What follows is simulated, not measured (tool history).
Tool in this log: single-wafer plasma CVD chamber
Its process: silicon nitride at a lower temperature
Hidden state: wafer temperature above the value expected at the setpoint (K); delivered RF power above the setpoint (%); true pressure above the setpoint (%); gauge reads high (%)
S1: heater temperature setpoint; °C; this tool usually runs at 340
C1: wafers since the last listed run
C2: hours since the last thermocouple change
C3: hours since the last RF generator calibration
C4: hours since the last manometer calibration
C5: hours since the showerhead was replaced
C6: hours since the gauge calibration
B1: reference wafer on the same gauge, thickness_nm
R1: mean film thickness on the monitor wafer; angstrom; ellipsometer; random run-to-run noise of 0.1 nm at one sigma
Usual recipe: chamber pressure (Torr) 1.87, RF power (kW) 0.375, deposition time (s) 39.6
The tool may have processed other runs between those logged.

Run 1, hour 0.0: usual settings but S1 348 °C; C1 0; C2 2221.9; C3 2373.2; C4 1622.9; C5 3332.2; C6 268.3; B1 54.602. Result: R1 518.17 angstrom.
Run 2, hour 17.5: usual settings but S1 348 °C; C1 409; C2 2239.4; C3 2390.7; C4 1640.4; C5 3349.7; C6 285.8; B1 54.612. Result: R1 517.40 angstrom.
Run 3, hour 25.4: usual settings but chamber pressure (Torr) 1.98; C1 184; C2 2247.3; C3 2398.6; C4 1648.3; C5 3357.6; C6 293.7; B1 54.588. Result: R1 531.60 angstrom.
Run 4, hour 36.9: usual settings but chamber pressure (Torr) 1.98; C1 269; C2 2258.8; C3 2410.1; C4 1659.8; C5 3369.1; C6 305.2; B1 54.573. Result: R1 533.11 angstrom.
Run 5, hour 51.7: usual settings but chamber pressure (Torr) 1.98; C1 346; C2 2273.6; C3 2424.9; C4 1674.6; C5 3383.9; C6 320.0; B1 54.601. Result: R1 532.37 angstrom.
Run 6, hour 58.2: usual settings but chamber pressure (Torr) 2.18; C1 152; C2 2280.1; C3 2431.4; C4 1681.1; C5 3390.4; C6 326.5; B1 54.611. Result: R1 554.65 angstrom.
At hour 72.8: showerhead replaced, of another model than before.
At hour 73.8: capacitance manometer re-zeroed and calibrated.
Run 7, hour 74.3: usual settings but RF power (kW) 0.325, deposition time (s) 44.9; C1 164; C2 2296.2; C3 2447.5; C4 0.5; C5 1.5; C6 342.6; B1 54.577. Result: R1 498.46 angstrom.
Run 8, hour 78.8: usual settings but RF power (kW) 0.325, deposition time (s) 44.9; C1 105; C2 2300.7; C3 2452.0; C4 5.0; C5 6.0; C6 347.1; B1 54.607. Result: R1 495.97 angstrom.
Run 9, hour 90.2: usual settings but RF power (kW) 0.325, deposition time (s) 44.9; C1 266; C2 2312.1; C3 2463.4; C4 16.4; C5 17.4; C6 358.5; B1 54.643. Result: R1 499.30 angstrom.
Run 10, hour 103.3: usual settings; C1 306; C2 2325.2; C3 2476.5; C4 29.5; C5 30.5; C6 371.6; B1 54.601. Result: R1 503.46 angstrom.
At hour 111.6: thermocouple changed; heater temperature recalibrated.
Run 11, hour 114.0: usual settings but RF power (kW) 0.400; C1 63; C2 2.4; C3 2487.2; C4 40.2; C5 41.2; C6 382.3; B1 54.637. Result: R1 533.02 angstrom.
At hour 123.4: gauge calibrated.
Run 12, hour 127.7: usual settings but chamber pressure (Torr) 2.30; C1 320; C2 16.1; C3 2500.9; C4 53.9; C5 54.9; C6 4.3; B1 54.591. Result: R1 554.03 angstrom.
Run 13, hour 143.4: usual settings; C1 367; C2 31.8; C3 2516.6; C4 69.6; C5 70.6; C6 20.0; B1 54.589. Result: R1 501.41 angstrom.
Run 14, hour 150.4: usual settings; C1 163; C2 38.8; C3 2523.6; C4 76.6; C5 77.6; C6 27.0; B1 54.599. Result: R1 503.72 angstrom.
Run 15, hour 163.0: usual settings but S1 331 °C, chamber pressure (Torr) 2.25, RF power (kW) 0.310, deposition time (s) 33.9; C1 294; C2 51.4; C3 2536.2; C4 89.2; C5 90.2; C6 39.6; B1 54.609. Result: R1 392.09 angstrom.
Run 16, hour 180.7: usual settings; C1 414; C2 69.1; C3 2553.9; C4 106.9; C5 107.9; C6 57.3; B1 54.610. Result: R1 502.05 angstrom.
At hour 203.9: RF generator calibrated.
Run 17, hour 222.6: usual settings but S1 330 °C, chamber pressure (Torr) 1.41, RF power (kW) 0.325, deposition time (s) 34.0; C1 793; C2 111.0; C3 18.7; C4 148.8; C5 149.8; C6 99.2; B1 54.623. Result: R1 329.28 angstrom.
Run 18, hour 233.3: usual settings but S1 330 °C, chamber pressure (Torr) 2.02, deposition time (s) 46.2; C1 250; C2 121.7; C3 29.4; C4 159.5; C5 160.5; C6 109.9; B1 54.599. Result: R1 659.57 angstrom.
Run 19, hour 246.6: usual settings but S1 327 °C; C1 311; C2 135.0; C3 42.7; C4 172.8; C5 173.8; C6 123.2; B1 54.604. Result: R1 544.96 angstrom.
Run 20, hour 261.3: usual settings but S1 334 °C, chamber pressure (Torr) 1.70, deposition time (s) 45.7; C1 343; C2 149.7; C3 57.4; C4 187.5; C5 188.5; C6 137.9; B1 54.612. Result: R1 588.12 angstrom.
Run 21, hour 278.5: usual settings but chamber pressure (Torr) 2.03; C1 402; C2 166.9; C3 74.6; C4 204.7; C5 205.7; C6 155.1; B1 54.631. Result: R1 562.92 angstrom.
Run 22, hour 295.4: usual settings but S1 334 °C, chamber pressure (Torr) 1.68, deposition time (s) 46.8; C1 395; C2 183.8; C3 91.5; C4 221.6; C5 222.6; C6 172.0; B1 54.621. Result: R1 595.56 angstrom.
Run 23, hour 310.6: usual settings but chamber pressure (Torr) 2.20, RF power (kW) 0.305, deposition time (s) 45.6; C1 355; C2 199.0; C3 106.7; C4 236.8; C5 237.8; C6 187.2; B1 54.589. Result: R1 552.10 angstrom.
Run 24, hour 324.9: usual settings but deposition time (s) 35.0; C1 334; C2 213.3; C3 121.0; C4 251.1; C5 252.1; C6 201.5; B1 54.577. Result: R1 475.27 angstrom.
Run 25, hour 337.9: usual settings but RF power (kW) 0.410, deposition time (s) 34.6; C1 304; C2 226.3; C3 134.0; C4 264.1; C5 265.1; C6 214.5; B1 54.623. Result: R1 504.76 angstrom.
Run 26, hour 353.6: usual settings; C1 367; C2 242.0; C3 149.7; C4 279.8; C5 280.8; C6 230.2; B1 54.603. Result: R1 536.01 angstrom.
Run 27, hour 368.1: usual settings but RF power (kW) 0.340; C1 339; C2 256.5; C3 164.2; C4 294.3; C5 295.3; C6 244.7; B1 54.605. Result: R1 491.33 angstrom.

Expected results for the next run?
Run 28, hour 379.2: usual settings but S1 346 °C, chamber pressure (Torr) 2.33; C1 259; C2 267.6; C3 175.3; C4 305.4; C5 306.4; C6 255.8; B1 ?. Result: R1 ?.

For run 28 the tool returned B1 54.594, R1 589.15 angstrom.
Minus the tool's unlogged condition, the same run would have read R1 602.50 angstrom.
